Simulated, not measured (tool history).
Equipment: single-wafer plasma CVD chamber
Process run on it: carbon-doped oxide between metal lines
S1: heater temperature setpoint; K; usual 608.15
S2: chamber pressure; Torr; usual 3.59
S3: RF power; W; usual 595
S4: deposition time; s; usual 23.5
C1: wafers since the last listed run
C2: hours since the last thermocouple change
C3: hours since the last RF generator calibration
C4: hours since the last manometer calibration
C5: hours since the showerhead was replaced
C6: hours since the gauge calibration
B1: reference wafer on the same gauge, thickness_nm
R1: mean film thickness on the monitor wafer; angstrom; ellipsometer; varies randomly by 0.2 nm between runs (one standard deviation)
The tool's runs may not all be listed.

{"run": 1, "hour": 0.0, "S1": 608.15, "S2": 3.12, "S3": 595, "S4": 23.5, "C1": 0, "C2": 2340.6, "C3": 2486.5, "C4": 1198.7, "C5": 6177.5, "C6": 185.8, "B1": 151.012, "R1": 1211.16}
{"run": 2, "hour": 16.3, "S1": 608.15, "S2": 3.12, "S3": 595, "S4": 23.5, "C1": 223, "C2": 2356.9, "C3": 2502.8, "C4": 1215.0, "C5": 6193.8, "C6": 202.1, "B1": 150.945, "R1": 1207.27}
{"run": 3, "hour": 30.1, "S1": 608.15, "S2": 3.12, "S3": 595, "S4": 23.5, "C1": 189, "C2": 2370.7, "C3": 2516.6, "C4": 1228.8, "C5": 6207.6, "C6": 215.9, "B1": 150.999, "R1": 1210.32}
{"run": 4, "hour": 45.5, "S1": 608.15, "S2": 2.95, "S3": 595, "S4": 23.5, "C1": 211, "C2": 2386.1, "C3": 2532.0, "C4": 1244.2, "C5": 6223.0, "C6": 231.3, "B1": 150.953, "R1": 1203.68}
{"run": 5, "hour": 59.0, "S1": 608.15, "S2": 2.95, "S3": 595, "S4": 23.5, "C1": 185, "C2": 2399.6, "C3": 2545.5, "C4": 1257.7, "C5": 6236.5, "C6": 244.8, "B1": 151.028, "R1": 1203.46}
{"run": 6, "hour": 69.9, "S1": 608.15, "S2": 2.95, "S3": 595, "S4": 23.5, "C1": 149, "C2": 2410.5, "C3": 2556.4, "C4": 1268.6, "C5": 6247.4, "C6": 255.7, "B1": 150.954, "R1": 1201.36}
{"hour": 72.0, "done": "gauge calibrated"}
{"run": 7, "hour": 84.8, "S1": 619.15, "S2": 3.59, "S3": 595, "S4": 23.5, "C1": 204, "C2": 2425.4, "C3": 2571.3, "C4": 1283.5, "C5": 6262.3, "C6": 12.8, "B1": 151.038, "R1": 1183.02}
{"run": 8, "hour": 100.3, "S1": 619.15, "S2": 3.59, "S3": 595, "S4": 23.5, "C1": 212, "C2": 2440.9, "C3": 2586.8, "C4": 1299.0, "C5": 6277.8, "C6": 28.3, "B1": 151.041, "R1": 1185.84}
{"hour": 111.0, "done": "thermocouple changed; heater temperature recalibrated"}
{"run": 9, "hour": 111.5, "S1": 619.15, "S2": 3.59, "S3": 595, "S4": 23.5, "C1": 43, "C2": 0.5, "C3": 2598.0, "C4": 1310.2, "C5": 6289.0, "C6": 39.5, "B1": 151.008, "R1": 1179.26}
{"run": 10, "hour": 116.9, "S1": 608.15, "S2": 4.0, "S3": 595, "S4": 23.5, "C1": 74, "C2": 5.9, "C3": 2603.4, "C4": 1315.6, "C5": 6294.4, "C6": 44.9, "B1": 150.998, "R1": 1228.06}
{"hour": 139.8, "done": "capacitance manometer re-zeroed and calibrated"}
{"hour": 152.0, "done": "RF generator calibrated"}
{"run": 11, "hour": 152.5, "S1": 597.15, "S2": 3.94, "S3": 510, "S4": 23.5, "C1": 268, "C2": 41.5, "C3": 0.5, "C4": 12.7, "C5": 6330.0, "C6": 80.5, "B1": 150.995, "R1": 1007.02}
{"run": 12, "hour": 156.0, "S1": 608.15, "S2": 3.2, "S3": 595, "S4": 23.5, "C1": 47, "C2": 45.0, "C3": 4.0, "C4": 16.2, "C5": 6333.5, "C6": 84.0, "B1": 150.968, "R1": 1147.88}
{"hour": 169.5, "done": "showerhead replaced"}
{"run": 13, "hour": 169.9, "S1": 595.15, "S2": 3.59, "S3": 595, "S4": 18.9, "C1": 80, "C2": 58.9, "C3": 17.9, "C4": 30.1, "C5": 0.4, "C6": 97.9, "B1": 150.939, "R1": 973.17}
{"run": 14, "hour": 179.9, "S1": 619.15, "S2": 3.59, "S3": 595, "S4": 23.5, "C1": 137, "C2": 68.9, "C3": 27.9, "C4": 40.1, "C5": 10.4, "C6": 107.9, "B1": 151.082, "R1": 1124.97}
{"hour": 190.3, "done": "RF generator calibrated, repeated, since the last time left the tool worse"}
{"run": 15, "hour": 190.8, "S1": 608.15, "S2": 3.59, "S3": 595, "S4": 22.1, "C1": 39, "C2": 79.8, "C3": 0.5, "C4": 51.0, "C5": 21.3, "C6": 118.8, "B1": 151.091, "R1": 1213.8}
{"run": 16, "hour": 204.6, "S1": 608.15, "S2": 3.31, "S3": 500, "S4": 23.5, "C1": 189, "C2": 93.6, "C3": 14.3, "C4": 64.8, "C5": 35.1, "C6": 132.6, "B1": 150.865, "R1": 1066.74}
{"run": 17, "hour": 210.7, "S1": 612.15, "S2": 4.11, "S3": 715, "S4": 20.7, "C1": 83, "C2": 99.7, "C3": 20.4, "C4": 70.9, "C5": 41.2, "C6": 138.7, "B1": 150.862, "R1": 1345.74}
{"run": 18, "hour": 219.1, "S1": 608.15, "S2": 3.59, "S3": 595, "S4": 23.5, "C1": 115, "C2": 108.1, "C3": 28.8, "C4": 79.3, "C5": 49.6, "C6": 147.1, "B1": 150.981, "R1": 1293.05}

Alternative continuations, all from the tool just after run 18; predict every row:
{"run": "A", "hour": 219.5, "S1": 608.15, "S2": 3.59, "S3": 595, "S4": 23.5, "C1": 5, "C2": 108.5, "C3": 29.2, "C4": 79.7, "C5": 50.0, "C6": 147.5, "B1": "?", "R1": "?"}
{"run": "B", "hour": 219.5, "S1": 608.15, "S2": 4.07, "S3": 595, "S4": 23.5, "C1": 5, "C2": 108.5, "C3": 29.2, "C4": 79.7, "C5": 50.0, "C6": 147.5, "B1": "?", "R1": "?"}
{"run": "C", "hour": 219.5, "S1": 620.15, "S2": 2.78, "S3": 510, "S4": 26.4, "C1": 5, "C2": 108.5, "C3": 29.2, "C4": 79.7, "C5": 50.0, "C6": 147.5, "B1": "?", "R1": "?"}

run=A B1=151.031 R1=1289.31
run=B B1=151.031 R1=1303.20
run=C B1=151.031 R1=1169.52
Had the tool no hidden state, the same runs would have come out as:
run=A R1=1294.74
run=B R1=1308.68
run=C R1=1174.68
